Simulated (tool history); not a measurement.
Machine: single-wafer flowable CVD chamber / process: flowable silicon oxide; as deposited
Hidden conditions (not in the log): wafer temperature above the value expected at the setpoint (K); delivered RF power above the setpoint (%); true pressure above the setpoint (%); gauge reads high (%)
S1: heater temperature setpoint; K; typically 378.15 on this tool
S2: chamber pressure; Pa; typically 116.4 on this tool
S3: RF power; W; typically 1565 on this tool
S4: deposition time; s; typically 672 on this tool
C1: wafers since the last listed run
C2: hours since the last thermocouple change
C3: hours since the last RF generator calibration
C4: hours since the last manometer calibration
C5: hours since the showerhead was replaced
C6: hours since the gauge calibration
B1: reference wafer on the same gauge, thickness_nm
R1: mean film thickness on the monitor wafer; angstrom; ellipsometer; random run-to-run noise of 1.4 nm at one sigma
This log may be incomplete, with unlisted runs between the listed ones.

run	hour	S1	S2	S3	S4	C1	C2	C3	C4	C5	C6	B1	R1
1	0.0	378.15	102.7	1565	672	0	1536.6	2174.3	1659.9	7450.9	249.5	384.669	2783.30
2	13.2	378.15	102.7	1565	672	37	1549.8	2187.5	1673.1	7464.1	262.7	384.899	2798.50
3	29.7	378.15	102.7	1565	672	47	1566.3	2204.0	1689.6	7480.6	279.2	385.297	2783.85
4	74.7	378.15	116.4	1565	672	128	1611.3	2249.0	1734.6	7525.6	324.2	385.569	3123.67
5	91.5	378.15	116.4	1565	672	48	1628.1	2265.8	1751.4	7542.4	341.0	384.745	3107.20
# hour 100.3: showerhead replaced
6	104.6	378.15	116.4	1565	672	14	1641.2	2278.9	1764.5	4.3	354.1	384.638	3108.35
# hour 122.1: RF generator calibrated
# hour 123.5: capacitance manometer re-zeroed and calibrated
7	124.0	378.15	116.4	1565	672	28	1660.6	1.9	0.5	23.7	373.5	384.859	3109.68
8	136.1	378.15	116.4	1565	672	34	1672.7	14.0	12.6	35.8	385.6	385.199	3109.31
9	181.5	378.15	116.4	1565	672	129	1718.1	59.4	58.0	81.2	431.0	384.503	3061.39
10	198.4	378.15	116.4	1565	672	48	1735.0	76.3	74.9	98.1	447.9	385.035	3078.00
11	209.5	378.15	116.4	1565	672	31	1746.1	87.4	86.0	109.2	459.0	385.001	3060.54
12	221.2	378.15	116.4	1565	672	33	1757.8	99.1	97.7	120.9	470.7	384.810	3073.14
13	229.9	391.15	116.4	1765	672	24	1766.5	107.8	106.4	129.6	479.4	384.807	2195.23
# hour 230.7: gauge calibrated
14	247.0	374.15	116.4	1420	672	48	1783.6	124.9	123.5	146.7	16.3	384.891	3389.93
15	253.3	378.15	116.4	1565	672	18	1789.9	131.2	129.8	153.0	22.6	385.211	3035.41
# hour 263.4: thermocouple changed; heater temperature recalibrated
16	264.6	378.15	89.3	1395	672	9	1.2	142.5	141.1	164.3	33.9	384.784	2125.54
17	277.8	389.15	98.0	1565	579	37	14.4	155.7	154.3	177.5	47.1	385.132	1538.77
18	294.2	378.15	89.3	1395	672	46	30.8	172.1	170.7	193.9	63.5	384.900	2126.17
19	311.3	378.15	116.4	1565	672	48	47.9	189.2	187.8	211.0	80.6	384.563	2843.53
20	320.1	378.15	116.4	1565	610	25	56.7	198.0	196.6	219.8	89.4	385.335	2572.71
21	335.4	378.15	93.5	1755	624	43	72.0	213.3	211.9	235.1	104.7	385.111	2152.78
# hour 349.2: thermocouple changed; heater temperature recalibrated, repeated, since the last time left the tool worse
22	349.7	391.15	116.4	1565	672	18	0.5	227.6	226.2	249.4	119.0	385.099	2460.16
23	351.8	378.15	116.4	1740	790	6	2.6	229.7	228.3	251.5	121.1	384.778	4272.86
24	369.2	366.15	126.7	1660	717	49	20.0	247.1	245.7	268.9	138.5	384.723	5934.78
25	378.7	387.15	126.7	1445	586	27	29.5	256.6	255.2	278.4	148.0	385.297	2564.51
26	390.2	378.15	116.4	1410	592	32	41.0	268.1	266.7	289.9	159.5	385.102	3082.17
27	397.4	367.15	96.1	1465	672	20	48.2	275.3	273.9	297.1	166.7	384.777	3953.28

Describe how what the log doesn't record of the tool's condition differs between the last listed run preceding each entry between runs and the first listed run following it.
Runs 5 to 6: showerhead replaced (hour 100.3)
  wafer temperature above the value expected at the setpoint (K): 4.43 -> 4.49
  what was measured, less what the result would be without the hidden state, R1: -426.07 -> -432.88 angstrom
Runs 6 to 7: RF generator calibrated (hour 122.1); capacitance manometer re-zeroed and calibrated (hour 123.5)
  wafer temperature above the value expected at the setpoint (K): 4.49 -> 4.59
  what was measured, less what the result would be without the hidden state, R1: -432.88 -> -443.04 angstrom
Runs 13 to 14: gauge calibrated (hour 230.7)
  wafer temperature above the value expected at the setpoint (K): 5.15 -> 5.24
  what was measured, less what the result would be without the hidden state, R1: -315.54 -> -566.74 angstrom
Runs 15 to 16: thermocouple changed; heater temperature recalibrated (hour 263.4)
  wafer temperature above the value expected at the setpoint (K): 5.27 -> 7.79
  what was measured, less what the result would be without the hidden state, R1: -500.88 -> -530.47 angstrom
Runs 21 to 22: thermocouple changed; heater temperature recalibrated, repeated, since the last time left the tool worse (hour 349.2)
  wafer temperature above the value expected at the setpoint (K): 7.8 -> -0.0689
  what was measured, less what the result would be without the hidden state, R1: -537.84 -> +4.56 angstrom

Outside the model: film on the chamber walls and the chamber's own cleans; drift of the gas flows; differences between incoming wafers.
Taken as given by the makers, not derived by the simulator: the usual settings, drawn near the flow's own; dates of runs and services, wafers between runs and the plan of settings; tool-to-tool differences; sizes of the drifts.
